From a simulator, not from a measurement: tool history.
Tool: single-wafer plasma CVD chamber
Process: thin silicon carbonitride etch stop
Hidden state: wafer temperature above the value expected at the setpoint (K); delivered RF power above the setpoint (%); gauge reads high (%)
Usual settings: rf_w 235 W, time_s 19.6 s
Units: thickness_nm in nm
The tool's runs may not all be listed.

run,hour,rf_w,time_s,wafers since the last listed run,hours since the last thermocouple change,hours since the last RF generator calibration,hours since the showerhead was replaced,hours since the gauge calibration,"read-back reference wafer on the same gauge, thickness_nm",thickness_nm
1,0,235,19.6,0,1918,736.6,2594.8,1411.5,11.202,11.701
2,68.9,235,19.6,3027,1986.9,805.5,2663.7,1480.4,11.201,11.708
3,145,235,19.6,3343,2063,881.6,2739.8,1556.5,11.199,11.688
4,222.4,235,19.6,3400,2140.4,959,2817.2,1633.9,11.202,11.708
5,350,235,22.4,5606,2268,1086.6,2944.8,1761.5,11.204,13.36
6,409.3,235,22.4,2605,2327.3,1145.9,3004.1,1820.8,11.194,13.387
7,477.4,200,18.7,2991,2395.4,1214,3072.2,1888.9,11.204,10.548
8,541.9,200,18.7,2833,2459.9,1278.5,3136.7,1953.4,11.198,10.542
9,584.2,200,18.7,1858,2502.2,1320.8,3179,1995.7,11.205,10.563
10,622.8,235,21.1,1695,2540.8,1359.4,3217.6,2034.3,11.203,12.571
11,679,235,21.1,2469,2597,1415.6,3273.8,2090.5,11.202,12.62
12,770,235,16.9,3998,2688,1506.6,3364.8,2181.5,11.201,10.069
13,858.7,235,16.9,3897,2776.7,1595.3,3453.5,2270.2,11.201,10.08
# hour 922.3: RF generator calibrated
14,941.3,235,16.9,3277,2859.3,19,3536.1,2352.8,11.202,10.176
# hour 998: gauge calibrated
15,1014,235,19.6,3194,2932,91.7,3608.8,16,11.196,11.79
16,1079.1,270,20.8,2860,2997.1,156.8,3673.9,81.1,11.203,13.081
# hour 1123.5: showerhead replaced
17,1170.3,270,17.1,3655,3088.3,248,46.8,172.3,11.2,10.741
18,1220.6,205,22,2209,3138.6,298.3,97.1,222.6,11.198,12.594
# hour 1288.3: thermocouple changed; heater temperature recalibrated
19,1303.7,215,19.6,3299,15.4,381.4,180.2,305.7,11.198,11.427
20,1395.4,235,19.6,4028,107.1,473.1,271.9,397.4,11.198,11.719
21,1472.8,235,19.6,3400,184.5,550.5,349.3,474.8,11.199,11.715
22,1512.6,235,19.6,1748,224.3,590.3,389.1,514.6,11.204,11.73
23,1582.4,265,23.5,3066,294.1,660.1,458.9,584.4,11.197,14.605
24,1688.5,190,22.2,4661,400.2,766.2,565,690.5,11.201,12.313
25,1951.3,250,22.2,11546,663,1029,827.8,953.3,11.202,13.509
26,2018.5,190,22,2952,730.2,1096.2,895,1020.5,11.197,12.217
27,2122.3,220,22.8,4560,834,1200,998.8,1124.3,11.2,13.289
28,2219.2,205,19.6,4257,930.9,1296.9,1095.7,1221.2,11.209,11.16
# hour 2237.5: RF generator calibrated
29,2272,235,17.1,1968,983.7,34.5,1148.5,1274,11.197,10.299
30,2351.5,220,17.2,3492,1063.2,114,1228,1353.5,11.198,10.099
31,2395.8,265,16.1,1946,1107.5,158.3,1272.3,1397.8,11.193,10.079
32,2443.5,250,19.6,2095,1155.2,206,1320,1445.5,11.21,12.023
33,2502.6,270,16.6,2596,1214.3,265.1,1379.1,1504.6,11.196,10.418
34,2595.9,205,22,4099,1307.6,358.4,1472.4,1597.9,11.197,12.586

What the log doesn't show, run by run:
wafer temperature above the value expected at the setpoint (K): 0 in every run
gauge reads high (%): 0 in every run
H1: delivered RF power above the setpoint (%)
run,H1
1,-2.62
2,-2.72
3,-2.81
4,-2.9
5,-3.01
6,-3.05
7,-3.1
8,-3.13
9,-3.15
10,-3.17
11,-3.2
12,-3.23
13,-3.26
14,-0.236
15,-0.668
16,-1.01
17,-1.41
18,-1.61
19,-1.89
20,-2.15
21,-2.34
22,-2.42
23,-2.56
24,-2.73
25,-3.03
26,-3.08
27,-3.15
28,-3.21
29,-0.471
30,-0.927
31,-1.15
32,-1.37
33,-1.62
34,-1.95
